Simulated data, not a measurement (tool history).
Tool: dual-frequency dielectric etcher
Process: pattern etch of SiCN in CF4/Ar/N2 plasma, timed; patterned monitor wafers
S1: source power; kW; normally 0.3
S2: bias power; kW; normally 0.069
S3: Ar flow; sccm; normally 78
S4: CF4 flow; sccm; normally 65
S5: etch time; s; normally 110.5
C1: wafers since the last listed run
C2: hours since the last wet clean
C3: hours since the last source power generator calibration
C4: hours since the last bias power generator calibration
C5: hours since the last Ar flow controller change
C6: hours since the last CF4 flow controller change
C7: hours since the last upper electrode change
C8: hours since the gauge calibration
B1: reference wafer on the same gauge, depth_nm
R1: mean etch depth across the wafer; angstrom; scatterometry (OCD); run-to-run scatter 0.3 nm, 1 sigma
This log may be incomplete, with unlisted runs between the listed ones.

run	day	S1	S2	S3	S4	S5	C1	C2	C3	C4	C5	C6	C7	C8	B1	R1
1	0	0.3	0.069	78	65	110.5	0	421.6	3401.7	5380.1	411.3	2269.3	5253.8	163.8	68.4	610
2	2.083	0.3	0.085	78	52	127	504	471.6	3451.7	5430.1	461.3	2319.3	5303.8	213.8	68.2	741
3	3.138	0.3	0.058	78	65	77.5	255	496.9	3477	5455.4	486.6	2344.6	5329.1	239.1	68.1	407
4	4.746	0.3	0.06	84	78	110.5	389	535.5	3515.6	5494	525.2	2383.2	5367.7	277.7	68	593
# day 6.346: upper electrode replaced
# day 6.579: wet clean of the chamber
5	6.7	0.3	0.082	90	57	110.5	174	2.9	3562.5	5540.9	572.1	2430.1	8.5	324.6	67.9	623
6	7.717	0.22	0.085	78	65	101	246	27.3	3586.9	5565.3	596.5	2454.5	32.9	349	67.9	505
# day 10.896: bias power generator calibrated
7	15.988	0.3	0.069	78	65	110.5	1963	225.8	3785.4	122.2	795	2653	231.4	547.5	67.7	605
8	17.15	0.32	0.074	78	65	86.5	281	253.7	3813.3	150.1	822.9	2680.9	259.3	575.4	67.5	506
9	19.121	0.23	0.069	78	58	110.5	477	301	3860.6	197.4	870.2	2728.2	306.6	622.7	67.6	515
# day 21.217: CF4 flow controller replaced
10	21.238	0.3	0.069	78	65	110.5	452	351.8	3911.4	248.2	921	0.5	357.4	673.5	67.5	602
# day 21.5: source power generator calibrated
11	23.454	0.3	0.069	78	51	123	496	405	46.9	301.4	974.2	53.7	410.6	726.7	67.4	653
12	24.646	0.3	0.069	78	65	110.5	288	433.6	75.5	330	1002.8	82.3	439.2	755.3	67.3	601
13	27.325	0.3	0.069	90	65	110.5	649	497.9	139.8	394.3	1067.1	146.6	503.5	819.6	67.3	590
14	28.862	0.3	0.069	78	65	122.5	372	534.8	176.7	431.2	1104	183.5	540.4	856.5	67.2	666
15	31.1	0.3	0.069	95	70	110.5	542	588.5	230.4	484.9	1157.7	237.2	594.1	910.2	67.3	591
16	32.758	0.3	0.069	78	65	110.5	401	628.3	270.2	524.7	1197.5	277	633.9	950	67.2	602
# day 34.667: gauge calibrated
17	34.812	0.38	0.069	88	65	94	497	677.6	319.5	574	1246.8	326.3	683.2	3.5	68.6	590

Run 18 is up next; what results do you expect?
# day 35.871: wet clean of the chamber
18	36.017	0.3	0.075	78	58	110.5	49	3.5	348.4	602.9	1275.7	355.2	712.1	32.4	?	?

B1: 68.5
R1: 625 angstrom
Without the tool's hidden state the same run would have given R1 627 angstrom.

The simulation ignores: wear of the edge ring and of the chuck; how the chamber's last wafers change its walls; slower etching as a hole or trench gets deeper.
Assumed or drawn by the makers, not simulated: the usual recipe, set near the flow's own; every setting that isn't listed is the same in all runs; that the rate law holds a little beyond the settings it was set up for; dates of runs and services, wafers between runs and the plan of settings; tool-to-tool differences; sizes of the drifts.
